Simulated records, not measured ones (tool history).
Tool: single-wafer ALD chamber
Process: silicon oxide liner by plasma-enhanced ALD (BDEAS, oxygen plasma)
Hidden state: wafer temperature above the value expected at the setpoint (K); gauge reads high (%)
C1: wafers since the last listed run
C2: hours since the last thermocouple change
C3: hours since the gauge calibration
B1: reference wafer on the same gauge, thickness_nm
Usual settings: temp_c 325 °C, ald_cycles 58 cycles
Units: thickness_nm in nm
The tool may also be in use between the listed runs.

Run 1, hour 0: usual settings; C1 0; C2 688.5; C3 366.7; B1 4.637. Result: thickness_nm 5.197 nm.
Run 2, hour 9.2: usual settings; C1 76; C2 697.7; C3 375.9; B1 4.633. Result: thickness_nm 5.181 nm.
Run 3, hour 23.1: usual settings but temp_c 331 °C, ald_cycles 55 cycles; C1 115; C2 711.6; C3 389.8; B1 4.642. Result: thickness_nm 4.866 nm.
Run 4, hour 39.5: usual settings but temp_c 315 °C; C1 136; C2 728; C3 406.2; B1 4.641. Result: thickness_nm 5.28 nm.
Run 5, hour 47.8: usual settings but temp_c 332 °C, ald_cycles 65 cycles; C1 69; C2 736.3; C3 414.5; B1 4.641. Result: thickness_nm 5.738 nm.
Run 6, hour 61.9: usual settings; C1 117; C2 750.4; C3 428.6; B1 4.643. Result: thickness_nm 5.187 nm.
Run 7, hour 77.9: usual settings but ald_cycles 64 cycles; C1 133; C2 766.4; C3 444.6; B1 4.647. Result: thickness_nm 5.734 nm.
Run 8, hour 91.6: usual settings but ald_cycles 64 cycles; C1 114; C2 780.1; C3 458.3; B1 4.65. Result: thickness_nm 5.72 nm.
Run 9, hour 106: usual settings; C1 119; C2 794.5; C3 472.7; B1 4.652. Result: thickness_nm 5.214 nm.
Run 10, hour 116.2: usual settings; C1 84; C2 804.7; C3 482.9; B1 4.652. Result: thickness_nm 5.19 nm.
Run 11, hour 131.4: usual settings; C1 126; C2 819.9; C3 498.1; B1 4.656. Result: thickness_nm 5.204 nm.
Run 12, hour 147.5: usual settings but temp_c 329 °C, ald_cycles 50 cycles; C1 134; C2 836; C3 514.2; B1 4.653. Result: thickness_nm 4.458 nm.
Run 13, hour 164.6: usual settings but temp_c 329 °C, ald_cycles 50 cycles; C1 142; C2 853.1; C3 531.3; B1 4.663. Result: thickness_nm 4.46 nm.
Run 14, hour 179.7: usual settings but temp_c 329 °C, ald_cycles 50 cycles; C1 125; C2 868.2; C3 546.4; B1 4.661. Result: thickness_nm 4.462 nm.
Run 15, hour 194: usual settings but temp_c 318 °C, ald_cycles 50 cycles; C1 119; C2 882.5; C3 560.7; B1 4.662. Result: thickness_nm 4.541 nm.
Run 16, hour 200.1: usual settings but temp_c 318 °C, ald_cycles 50 cycles; C1 50; C2 888.6; C3 566.8; B1 4.663. Result: thickness_nm 4.547 nm.
At hour 214.3: gauge calibrated.
Run 17, hour 215: usual settings but temp_c 318 °C, ald_cycles 50 cycles; C1 124; C2 903.5; C3 0.7; B1 4.58. Result: thickness_nm 4.461 nm.
Run 18, hour 231.3: usual settings but temp_c 319 °C, ald_cycles 51 cycles; C1 135; C2 919.8; C3 17; B1 4.585. Result: thickness_nm 4.556 nm.
Run 19, hour 258.4: usual settings but temp_c 319 °C, ald_cycles 51 cycles; C1 225; C2 946.9; C3 44.1; B1 4.586. Result: thickness_nm 4.548 nm.
Run 20, hour 270.1: usual settings; C1 97; C2 958.6; C3 55.8; B1 4.589. Result: thickness_nm 5.144 nm.
Run 21, hour 276.2: usual settings but temp_c 334 °C; C1 50; C2 964.7; C3 61.9; B1 4.588. Result: thickness_nm 5.072 nm.
Run 22, hour 293.1: usual settings; C1 140; C2 981.6; C3 78.8; B1 4.588. Result: thickness_nm 5.135 nm.
Run 23, hour 302.7: usual settings; C1 79; C2 991.2; C3 88.4; B1 4.593. Result: thickness_nm 5.135 nm.
Run 24, hour 319.5: usual settings; C1 139; C2 1008; C3 105.2; B1 4.59. Result: thickness_nm 5.131 nm.
Run 25, hour 333.3: usual settings; C1 114; C2 1021.8; C3 119; B1 4.6. Result: thickness_nm 5.138 nm.
Run 26, hour 347.4: usual settings but temp_c 340 °C, ald_cycles 52 cycles; C1 117; C2 1035.9; C3 133.1; B1 4.595. Result: thickness_nm 4.487 nm.
At hour 369.2: thermocouple changed; heater temperature recalibrated.
Run 27, hour 369.7: usual settings but temp_c 332 °C; C1 119; C2 0.5; C3 155.4; B1 4.601. Result: thickness_nm 5.085 nm.
Run 28, hour 376.5: usual settings but temp_c 321 °C, ald_cycles 48 cycles; C1 56; C2 7.3; C3 162.2; B1 4.602. Result: thickness_nm 4.297 nm.
Run 29, hour 389.6: usual settings but ald_cycles 68 cycles; C1 109; C2 20.4; C3 175.3; B1 4.608. Result: thickness_nm 6.026 nm.
Run 30, hour 397.3: usual settings but temp_c 310 °C, ald_cycles 52 cycles; C1 64; C2 28.1; C3 183; B1 4.606. Result: thickness_nm 4.724 nm.
Run 31, hour 412.4: usual settings; C1 125; C2 43.2; C3 198.1; B1 4.61. Result: thickness_nm 5.165 nm.
Run 32, hour 425.3: usual settings but temp_c 319 °C, ald_cycles 54 cycles; C1 107; C2 56.1; C3 211; B1 4.607. Result: thickness_nm 4.85 nm.
Run 33, hour 435.2: usual settings but ald_cycles 51 cycles; C1 82; C2 66; C3 220.9; B1 4.607. Result: thickness_nm 4.511 nm.
Run 34, hour 450.3: usual settings; C1 125; C2 81.1; C3 236; B1 4.607. Result: thickness_nm 5.154 nm.
Run 35, hour 466.3: usual settings but temp_c 331 °C; C1 133; C2 97.1; C3 252; B1 4.615. Result: thickness_nm 5.115 nm.
Run 36, hour 475.7: usual settings; C1 78; C2 106.5; C3 261.4; B1 4.619. Result: thickness_nm 5.157 nm.
Run 37, hour 490.6: usual settings; C1 124; C2 121.4; C3 276.3; B1 4.622. Result: thickness_nm 5.167 nm.
Run 38, hour 507.8: usual settings but temp_c 310 °C, ald_cycles 66 cycles; C1 143; C2 138.6; C3 293.5; B1 4.619. Result: thickness_nm 6.014 nm.
Run 39, hour 522.1: usual settings but temp_c 340 °C; C1 119; C2 152.9; C3 307.8; B1 4.623. Result: thickness_nm 5.041 nm.
Run 40, hour 529.9: usual settings; C1 64; C2 160.7; C3 315.6; B1 4.626. Result: thickness_nm 5.148 nm.
Run 41, hour 538.5: usual settings but temp_c 313 °C; C1 71; C2 169.3; C3 324.2; B1 4.628. Result: thickness_nm 5.296 nm.
Run 42, hour 575.5: usual settings but temp_c 312 °C, ald_cycles 47 cycles; C1 307; C2 206.3; C3 361.2; B1 4.627. Result: thickness_nm 4.287 nm.
Run 43, hour 582.3: usual settings; C1 56; C2 213.1; C3 368; B1 4.63. Result: thickness_nm 5.196 nm.
Run 44, hour 599.3: usual settings but temp_c 311 °C, ald_cycles 54 cycles; C1 141; C2 230.1; C3 385; B1 4.633. Result: thickness_nm 4.94 nm.
Run 45, hour 613.3: usual settings; C1 116; C2 244.1; C3 399; B1 4.634. Result: thickness_nm 5.178 nm.
Run 46, hour 644.3: usual settings but temp_c 317 °C, ald_cycles 49 cycles; C1 258; C2 275.1; C3 430; B1 4.638. Result: thickness_nm 4.44 nm.
Run 47, hour 651.6: usual settings; C1 60; C2 282.4; C3 437.3; B1 4.639. Result: thickness_nm 5.194 nm.
Run 48, hour 665.5: usual settings but temp_c 316 °C, ald_cycles 47 cycles; C1 115; C2 296.3; C3 451.2; B1 4.639. Result: thickness_nm 4.292 nm.

Forecast each of these 3 alternatives for the next run:
Run A, hour 666: usual settings; C1 4; C2 296.8; C3 451.7; B1 ?. Result: thickness_nm ?.
Run B, hour 666: usual settings but temp_c 312 °C, ald_cycles 66 cycles; C1 4; C2 296.8; C3 451.7; B1 ?. Result: thickness_nm ?.
Run C, hour 666: usual settings but temp_c 336 °C, ald_cycles 64 cycles; C1 4; C2 296.8; C3 451.7; B1 ?. Result: thickness_nm ?.

run     B1  thickness_nm
  A  4.645         5.191
  B  4.645         6.034
  C  4.645         5.624
Without the tool's hidden state the same runs would have given:
run  thickness_nm
  A         5.133
  B         5.966
  C         5.561

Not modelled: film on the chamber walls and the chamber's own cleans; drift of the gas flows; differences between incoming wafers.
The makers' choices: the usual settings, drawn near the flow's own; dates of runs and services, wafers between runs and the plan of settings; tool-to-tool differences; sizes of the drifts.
